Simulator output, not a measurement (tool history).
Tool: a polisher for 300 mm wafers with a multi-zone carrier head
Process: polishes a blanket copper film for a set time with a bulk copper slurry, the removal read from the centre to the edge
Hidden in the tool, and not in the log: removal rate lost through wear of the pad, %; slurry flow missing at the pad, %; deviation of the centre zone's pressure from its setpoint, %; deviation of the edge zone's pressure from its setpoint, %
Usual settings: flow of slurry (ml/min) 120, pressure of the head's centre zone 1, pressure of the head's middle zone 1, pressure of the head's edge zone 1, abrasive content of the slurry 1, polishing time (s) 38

run	day	flow of slurry (ml/min)	pressure of the head's centre zone	pressure of the head's middle zone	pressure of the head's edge zone	abrasive content of the slurry	polishing time (s)	wafers since the last listed run	wafers polished on this pad	hours since the slurry nozzle was cleaned	hours since the centre zone pressure was calibrated	hours since the edge zone pressure was calibrated	hours since the carrier head's membrane was replaced	incoming thickness of the incoming film, nm	film removed at the wafer's centre (angstrom)	film removed at mid-radius (angstrom)	film removed at the wafer's edge (angstrom)
1	0	120	1	1	1	1.25	38	0	318	738.2	139.5	696.3	1440.3	2428.3	4356	4579	4284
2	0.579	120	1	1	1	1.25	38	214	532	752.1	153.4	710.2	1454.2	2495.6	4283	4487	4203
3	1.7	120	1	1	1	1.25	38	414	947	779	180.3	737.1	1481.1	2465.7	4359	4446	4260
# day 1.975: worn pad replaced by a new one
4	2.429	120	1	1	1	1	38	208	168	796.5	197.8	754.6	1498.6	2490.6	4386	4426	4167
5	3.879	120	1	1	1	1	38	536	704	831.3	232.6	789.4	1533.4	2459.3	4210	4290	4160
# day 4.125: slurry nozzle cleaned
6	4.592	120	1	1	1	1	38	248	953	11.2	249.7	806.5	1550.5	2443	4145	4242	4072
# day 4.962: worn pad replaced by a new one
# day 5.396: centre zone pressure recalibrated
7	6.346	120	1	1	1	1	38	556	480	53.3	22.8	848.6	1592.6	2441.9	4155	4233	4137
8	7.1	120	1	1	1	1	38	279	760	71.4	40.9	866.7	1610.7	2445	4132	4315	4041
# day 7.683: worn pad replaced by a new one, of another model than before
# day 8.438: edge zone pressure recalibrated
9	8.458	120	1	1	1	1	38	410	256	104	73.5	0.5	1643.3	2477.2	4137	4342	4044
# day 8.958: carrier head's membrane replaced by a new one
10	9.046	120	0.88	1.05	1	0.75	29	140	397	118.1	87.6	14.6	2.1	2491.9	2673	3192	2923
11	9.571	120	1	1	1	1.15	38	194	591	130.7	100.2	27.2	14.7	2441	4155	4286	4051
# day 10.762: worn pad replaced by a new one
12	11.058	100	1	1	1	1	38	489	109	166.4	135.9	62.9	50.4	2430.1	4043	4203	4004
13	11.996	120	0.94	1	1	1	38	347	456	188.9	158.4	85.4	72.9	2457.5	3864	4275	4070
14	12.746	155	1	1.11	1	1	38	277	734	206.9	176.4	103.4	90.9	2424.6	4323	4915	4162

3 ways to go on from here, each from the tool as it stands after run 14. What would each give?
A	12.762	120	1	1	1	1	38	6	740	207.3	176.8	103.8	91.3	2431.7	?	?	?
B	12.762	120	1.04	1	1	1.25	38	6	740	207.3	176.8	103.8	91.3	2431.7	?	?	?
C	12.762	120	1	1	1.1	0.7	28	6	740	207.3	176.8	103.8	91.3	2431.7	?	?	?

run	film removed at the wafer's centre (angstrom)	film removed at mid-radius (angstrom)	film removed at the wafer's edge (angstrom)
A	4091	4198	3932
B	4434	4373	4097
C	2837	2911	2827
Without the tool's hidden state the same runs would have given:
run	film removed at the wafer's centre (angstrom)	film removed at mid-radius (angstrom)	film removed at the wafer's edge (angstrom)
A	4523	4642	4348
B	4902	4835	4529
C	3137	3219	3125

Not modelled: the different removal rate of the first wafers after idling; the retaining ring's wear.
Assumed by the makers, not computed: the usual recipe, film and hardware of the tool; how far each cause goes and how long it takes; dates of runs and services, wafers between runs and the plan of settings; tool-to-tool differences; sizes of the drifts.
